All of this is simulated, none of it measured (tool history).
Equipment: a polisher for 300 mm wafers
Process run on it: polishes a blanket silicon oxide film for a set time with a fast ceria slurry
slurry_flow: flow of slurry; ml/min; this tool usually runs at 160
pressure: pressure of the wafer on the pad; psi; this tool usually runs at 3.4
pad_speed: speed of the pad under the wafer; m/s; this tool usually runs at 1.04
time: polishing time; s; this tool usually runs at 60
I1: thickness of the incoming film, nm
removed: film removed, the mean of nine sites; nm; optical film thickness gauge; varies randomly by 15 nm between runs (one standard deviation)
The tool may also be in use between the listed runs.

run 1 day=0 | slurry_flow=160 pressure=3.4 pad_speed=1.04 time=60 | I1=3383.3 | removed=1069.2
-- day=0.788 slurry nozzle cleaned
-- day=0.988 worn pad replaced by a new one
run 2 day=1.454 | slurry_flow=160 pressure=3.4 pad_speed=1.04 time=54 | I1=3405.1 | removed=1040.4
run 3 day=2.667 | slurry_flow=160 pressure=3.4 pad_speed=1.04 time=54 | I1=3414.3 | removed=1043.4
run 4 day=3.392 | slurry_flow=160 pressure=3.4 pad_speed=1.04 time=60 | I1=3475.4 | removed=1160.7
run 5 day=4.567 | slurry_flow=160 pressure=3.4 pad_speed=1.04 time=60 | I1=3377.1 | removed=1135.8
run 6 day=5.533 | slurry_flow=160 pressure=3.4 pad_speed=1.04 time=60 | I1=3418.2 | removed=1135.7
-- day=6.358 worn pad replaced by a new one
run 7 day=6.946 | slurry_flow=160 pressure=3.4 pad_speed=1.04 time=60 | I1=3362.2 | removed=1108
run 8 day=7.958 | slurry_flow=160 pressure=3.4 pad_speed=1.04 time=60 | I1=3451.5 | removed=1077.5
run 9 day=8.804 | slurry_flow=160 pressure=3.4 pad_speed=1.04 time=60 | I1=3454.9 | removed=1096.2
run 10 day=9.479 | slurry_flow=160 pressure=3.4 pad_speed=1.04 time=60 | I1=3391 | removed=1047.4
-- day=10.125 slurry nozzle cleaned
-- day=12.529 worn pad replaced by a new one
run 11 day=13.192 | slurry_flow=160 pressure=3.4 pad_speed=1.04 time=60 | I1=3396.2 | removed=1123.9
run 12 day=13.925 | slurry_flow=160 pressure=3.4 pad_speed=1.04 time=60 | I1=3361.7 | removed=1114.6
run 13 day=14.538 | slurry_flow=160 pressure=3.4 pad_speed=1.04 time=60 | I1=3343.7 | removed=1113.2
run 14 day=15.721 | slurry_flow=110 pressure=4.1 pad_speed=0.74 time=73 | I1=3459.7 | removed=1020.6
run 15 day=16.7 | slurry_flow=160 pressure=3.4 pad_speed=1.04 time=60 | I1=3440 | removed=1091.1
run 16 day=17.2 | slurry_flow=160 pressure=3.4 pad_speed=1.04 time=60 | I1=3356.7 | removed=1089
run 17 day=18.112 | slurry_flow=160 pressure=4.5 pad_speed=1.04 time=41 | I1=3445.7 | removed=947.9
-- day=18.838 worn pad replaced by a new one
run 18 day=19.125 | slurry_flow=160 pressure=3.4 pad_speed=1.04 time=60 | I1=3447.4 | removed=1063.6
-- day=19.842 slurry nozzle cleaned
-- day=19.85 head pressure recalibrated
run 19 day=20.108 | slurry_flow=115 pressure=3.4 pad_speed=1.04 time=60 | I1=3403.8 | removed=1068.8
run 20 day=21.45 | slurry_flow=160 pressure=3.4 pad_speed=1.04 time=60 | I1=3384 | removed=1148.8
run 21 day=22.15 | slurry_flow=160 pressure=4.3 pad_speed=1.04 time=60 | I1=3371.4 | removed=1396.8
run 22 day=23.138 | slurry_flow=110 pressure=4.4 pad_speed=1.3 time=80 | I1=3363 | removed=2144.3
-- day=24.233 worn pad replaced by a new one
run 23 day=24.254 | slurry_flow=185 pressure=4.2 pad_speed=1.04 time=60 | I1=3404.7 | removed=1403
run 24 day=25.596 | slurry_flow=105 pressure=4.1 pad_speed=0.74 time=60 | I1=3377.7 | removed=799.2
run 25 day=26.579 | slurry_flow=195 pressure=2.8 pad_speed=1.3 time=60 | I1=3350.6 | removed=1223.4
run 26 day=27.979 | slurry_flow=180 pressure=2.6 pad_speed=1.28 time=53 | I1=3448.7 | removed=960.7
run 27 day=28.771 | slurry_flow=160 pressure=3.4 pad_speed=0.72 time=60 | I1=3386.9 | removed=748.3

Alternative continuations, all from the tool just after run 27; predict every row:
run A day=28.788 | slurry_flow=160 pressure=2.9 pad_speed=1.04 time=60 | I1=3351.7 | removed=?
run B day=28.788 | slurry_flow=190 pressure=3.8 pad_speed=0.7 time=53 | I1=3351.7 | removed=?
run C day=28.788 | slurry_flow=160 pressure=3.4 pad_speed=1.18 time=60 | I1=3351.7 | removed=?

run=A removed=928.7
run=B removed=722.6
run=C removed=1202.1
Without the tool's unlogged condition, the same runs would have read:
run=A removed=1023.8
run=B removed=784.5
run=C removed=1325.2
